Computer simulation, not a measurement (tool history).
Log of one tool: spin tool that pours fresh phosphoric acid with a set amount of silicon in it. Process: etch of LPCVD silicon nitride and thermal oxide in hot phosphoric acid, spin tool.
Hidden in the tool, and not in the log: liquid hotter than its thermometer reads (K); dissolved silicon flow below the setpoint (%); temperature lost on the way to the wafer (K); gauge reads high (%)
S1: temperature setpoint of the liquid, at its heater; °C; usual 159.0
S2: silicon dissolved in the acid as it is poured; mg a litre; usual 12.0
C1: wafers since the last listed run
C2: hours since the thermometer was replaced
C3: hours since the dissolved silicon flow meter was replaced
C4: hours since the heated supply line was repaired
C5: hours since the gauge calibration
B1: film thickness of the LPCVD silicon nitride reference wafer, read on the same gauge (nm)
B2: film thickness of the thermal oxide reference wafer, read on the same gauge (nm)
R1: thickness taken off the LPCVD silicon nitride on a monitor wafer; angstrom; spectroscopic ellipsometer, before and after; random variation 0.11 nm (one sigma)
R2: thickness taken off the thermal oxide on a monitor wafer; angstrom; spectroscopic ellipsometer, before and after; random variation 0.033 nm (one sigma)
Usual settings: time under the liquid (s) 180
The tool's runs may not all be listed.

run 1 hour=0.0 | S1=159.0 S2=12.0 time_under_the_liquid_(s)=180 | C1=0 C2=890.3 C3=1455.1 C4=619.6 C5=497.0 | B1=49.98 B2=149.997 | R1=182.6 R2=4.49
run 2 hour=17.1 | S1=159.0 S2=6.5 time_under_the_liquid_(s)=265 | C1=81 C2=907.4 C3=1472.2 C4=636.7 C5=514.1 | B1=50.03 B2=150.016 | R1=268.0 R2=6.00
run 3 hour=38.4 | S1=159.0 S2=6.5 time_under_the_liquid_(s)=265 | C1=101 C2=928.7 C3=1493.5 C4=658.0 C5=535.4 | B1=50.03 B2=150.043 | R1=266.4 R2=5.68
run 4 hour=69.5 | S1=159.0 S2=12.0 time_under_the_liquid_(s)=180 | C1=148 C2=959.8 C3=1524.6 C4=689.1 C5=566.5 | B1=50.02 B2=149.993 | R1=182.1 R2=4.07
run 5 hour=103.1 | S1=159.0 S2=12.0 time_under_the_liquid_(s)=180 | C1=160 C2=993.4 C3=1558.2 C4=722.7 C5=600.1 | B1=50.00 B2=149.991 | R1=183.3 R2=4.38
run 6 hour=130.2 | S1=159.0 S2=12.0 time_under_the_liquid_(s)=180 | C1=129 C2=1020.5 C3=1585.3 C4=749.8 C5=627.2 | B1=49.98 B2=150.044 | R1=184.6 R2=3.63
run 7 hour=150.5 | S1=159.0 S2=12.0 time_under_the_liquid_(s)=180 | C1=96 C2=1040.8 C3=1605.6 C4=770.1 C5=647.5 | B1=50.00 B2=150.014 | R1=184.1 R2=4.46
run 8 hour=173.3 | S1=159.0 S2=12.0 time_under_the_liquid_(s)=180 | C1=108 C2=1063.6 C3=1628.4 C4=792.9 C5=670.3 | B1=49.98 B2=149.991 | R1=183.3 R2=4.29
run 9 hour=187.0 | S1=161.5 S2=12.0 time_under_the_liquid_(s)=180 | C1=65 C2=1077.3 C3=1642.1 C4=806.6 C5=684.0 | B1=50.03 B2=149.977 | R1=199.4 R2=4.68
run 10 hour=203.3 | S1=157.5 S2=2.5 time_under_the_liquid_(s)=180 | C1=77 C2=1093.6 C3=1658.4 C4=822.9 C5=700.3 | B1=50.03 B2=150.032 | R1=175.7 R2=4.03
-- hour=270.6 thermometer replaced
-- hour=288.5 heated supply line repaired
-- hour=289.5 dissolved silicon flow meter replaced
run 11 hour=307.8 | S1=159.0 S2=12.0 time_under_the_liquid_(s)=180 | C1=483 C2=37.2 C3=18.3 C4=19.3 C5=804.8 | B1=50.01 B2=150.016 | R1=169.9 R2=2.93
run 12 hour=340.7 | S1=159.0 S2=16.5 time_under_the_liquid_(s)=180 | C1=156 C2=70.1 C3=51.2 C4=52.2 C5=837.7 | B1=49.99 B2=150.035 | R1=170.6 R2=3.08
run 13 hour=368.2 | S1=159.0 S2=12.0 time_under_the_liquid_(s)=180 | C1=130 C2=97.6 C3=78.7 C4=79.7 C5=865.2 | B1=49.99 B2=150.006 | R1=170.9 R2=3.41
-- hour=372.3 gauge calibrated
run 14 hour=402.3 | S1=157.0 S2=20.5 time_under_the_liquid_(s)=180 | C1=162 C2=131.7 C3=112.8 C4=113.8 C5=30.0 | B1=50.03 B2=149.996 | R1=162.3 R2=2.25
run 15 hour=436.5 | S1=159.0 S2=12.0 time_under_the_liquid_(s)=180 | C1=162 C2=165.9 C3=147.0 C4=148.0 C5=64.2 | B1=49.97 B2=149.947 | R1=171.1 R2=3.54
run 16 hour=457.0 | S1=159.0 S2=12.0 time_under_the_liquid_(s)=75 | C1=97 C2=186.4 C3=167.5 C4=168.5 C5=84.7 | B1=49.99 B2=150.048 | R1=71.3 R2=1.21
run 17 hour=473.5 | S1=161.5 S2=21.5 time_under_the_liquid_(s)=245 | C1=78 C2=202.9 C3=184.0 C4=185.0 C5=101.2 | B1=50.03 B2=150.020 | R1=254.0 R2=4.59
run 18 hour=506.3 | S1=160.5 S2=4.0 time_under_the_liquid_(s)=265 | C1=156 C2=235.7 C3=216.8 C4=217.8 C5=134.0 | B1=50.01 B2=150.012 | R1=268.6 R2=7.49
run 19 hour=524.8 | S1=159.0 S2=4.5 time_under_the_liquid_(s)=115 | C1=88 C2=254.2 C3=235.3 C4=236.3 C5=152.5 | B1=50.01 B2=150.034 | R1=110.6 R2=2.69
run 20 hour=560.6 | S1=160.0 S2=8.5 time_under_the_liquid_(s)=120 | C1=170 C2=290.0 C3=271.1 C4=272.1 C5=188.3 | B1=50.01 B2=150.003 | R1=119.4 R2=2.53
run 21 hour=577.6 | S1=158.0 S2=12.0 time_under_the_liquid_(s)=180 | C1=80 C2=307.0 C3=288.1 C4=289.1 C5=205.3 | B1=50.02 B2=150.015 | R1=167.0 R2=3.74
run 22 hour=607.4 | S1=160.5 S2=8.5 time_under_the_liquid_(s)=260 | C1=141 C2=336.8 C3=317.9 C4=318.9 C5=235.1 | B1=49.99 B2=150.019 | R1=260.0 R2=6.26
run 23 hour=642.7 | S1=156.5 S2=17.5 time_under_the_liquid_(s)=230 | C1=168 C2=372.1 C3=353.2 C4=354.2 C5=270.4 | B1=50.00 B2=150.009 | R1=204.3 R2=3.61

Forecast each of these 3 alternatives for the next run:
run A hour=643.2 | S1=159.0 S2=12.0 time_under_the_liquid_(s)=180 | C1=2 C2=372.6 C3=353.7 C4=354.7 C5=270.9 | B1=? B2=? | R1=? R2=?
run B hour=643.2 | S1=157.0 S2=12.0 time_under_the_liquid_(s)=100 | C1=2 C2=372.6 C3=353.7 C4=354.7 C5=270.9 | B1=? B2=? | R1=? R2=?
run C hour=643.2 | S1=159.0 S2=15.5 time_under_the_liquid_(s)=180 | C1=2 C2=372.6 C3=353.7 C4=354.7 C5=270.9 | B1=? B2=? | R1=? R2=?

run=A B1=49.98 B2=149.982 R1=175.1 R2=3.75
run=B B1=49.98 B2=149.982 R1=90.9 R2=1.80
run=C B1=49.98 B2=149.982 R1=175.1 R2=3.45
Without the tool's hidden state the same runs would have given:
run=A R1=168.6 R2=3.45
run=B R1=87.5 R2=1.65
run=C R1=168.6 R2=3.17
